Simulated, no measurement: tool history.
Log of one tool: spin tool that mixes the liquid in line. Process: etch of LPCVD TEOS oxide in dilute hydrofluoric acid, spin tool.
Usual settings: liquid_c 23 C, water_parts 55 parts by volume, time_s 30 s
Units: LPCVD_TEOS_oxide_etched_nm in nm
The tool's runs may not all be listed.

run,hour,liquid_c,water_parts,time_s,wafers since the last listed run,hours since the thermometer was replaced,hours since the hydrofluoric acid flow meter was replaced,hours since the gauge calibration,"read-back film thickness of the LPCVD TEOS oxide reference wafer, read on the same gauge (nm)",LPCVD_TEOS_oxide_etched_nm
1,0,23,75,30,0,599.6,1414.1,146.2,89.97,12.23
2,18,23,75,30,158,617.6,1432.1,164.2,90.06,12.14
3,33.6,23,75,30,136,633.2,1447.7,179.8,90.02,12.26
4,44.5,23,35,30,95,644.1,1458.6,190.7,90.05,26.86
5,89.9,23,35,30,398,689.5,1504,236.1,89.98,27.31
# hour 92.1: gauge calibrated
6,107.5,23,35,30,154,707.1,1521.6,15.4,90.01,27.03
7,121.7,23,55,30,124,721.3,1535.8,29.6,90.01,16.75
# hour 146.7: hydrofluoric acid flow meter replaced
8,169.4,23,55,20,410,769,22.7,77.3,89.99,11.14
9,187.4,23,55,30,158,787,40.7,95.3,90,16.93
10,197.1,23,55,30,85,796.7,50.4,105,90.05,16.84
11,243.5,23,55,30,407,843.1,96.8,151.4,90,16.71
12,254.5,23,55,30,96,854.1,107.8,162.4,89.98,16.69
13,261.8,23,55,30,64,861.4,115.1,169.7,89.98,16.52
14,270.5,23,55,30,76,870.1,123.8,178.4,90.01,16.64
15,283.8,23,55,30,116,883.4,137.1,191.7,90.01,16.71
16,299.5,19,30,45,137,899.1,152.8,207.4,90.02,39.67
17,307.7,21.5,55,30,71,907.3,161,215.6,90.03,15.41
18,320.8,23,55,30,115,920.4,174.1,228.7,89.99,16.37
19,327.5,27.5,55,35,58,927.1,180.8,235.4,90.02,23.04
20,336.7,26.5,30,15,80,936.3,190,244.6,90.03,18.02
21,345.8,23,75,30,79,945.4,199.1,253.7,90.01,11.69
22,353.8,23,55,30,70,953.4,207.1,261.7,90.02,16.55
23,363.2,21,70,30,82,962.8,216.5,271.1,89.99,11.65
# hour 369.4: thermometer replaced
24,372.6,23,75,40,73,3.2,225.9,280.5,89.99,17.18
# hour 375.2: gauge calibrated
25,389.4,23,35,30,147,20,242.7,14.2,90.01,28.86
26,404.9,28,65,20,136,35.5,258.2,29.7,89.98,12.24
27,415.3,28,55,25,91,45.9,268.6,40.1,89.99,18.39
28,425.3,23,40,15,87,55.9,278.6,50.1,90.01,12.68
29,438.8,23,55,30,118,69.4,292.1,63.6,90.01,17.99
30,456.4,18.5,25,20,154,87,309.7,81.2,90.03,22.29
31,473.4,27,40,30,149,104,326.7,98.2,89.98,29.7

How the hidden state differs across the entries between the runs, from the last listed run before each to the first after it:
Between runs 5 and 6: gauge calibrated (hour 92.1)
  liquid colder than its thermometer reads (K): 1.72 -> 1.77
  measured less the result without the state, LPCVD_TEOS_oxide_etched_nm: -2.06 -> -2.1 nm
Between runs 7 and 8: hydrofluoric acid flow meter replaced (hour 146.7)
  liquid colder than its thermometer reads (K): 1.8 -> 1.92
  measured less the result without the state, LPCVD_TEOS_oxide_etched_nm: -1.3 -> -0.92 nm
Between runs 23 and 24: thermometer replaced (hour 369.4)
  liquid colder than its thermometer reads (K): 2.39 -> 0.184
  measured less the result without the state, LPCVD_TEOS_oxide_etched_nm: -1.23 -> -0.13 nm
Between runs 24 and 25: gauge calibrated (hour 375.2)
  liquid colder than its thermometer reads (K): 0.184 -> 0.224
  measured less the result without the state, LPCVD_TEOS_oxide_etched_nm: -0.13 -> -0.27 nm
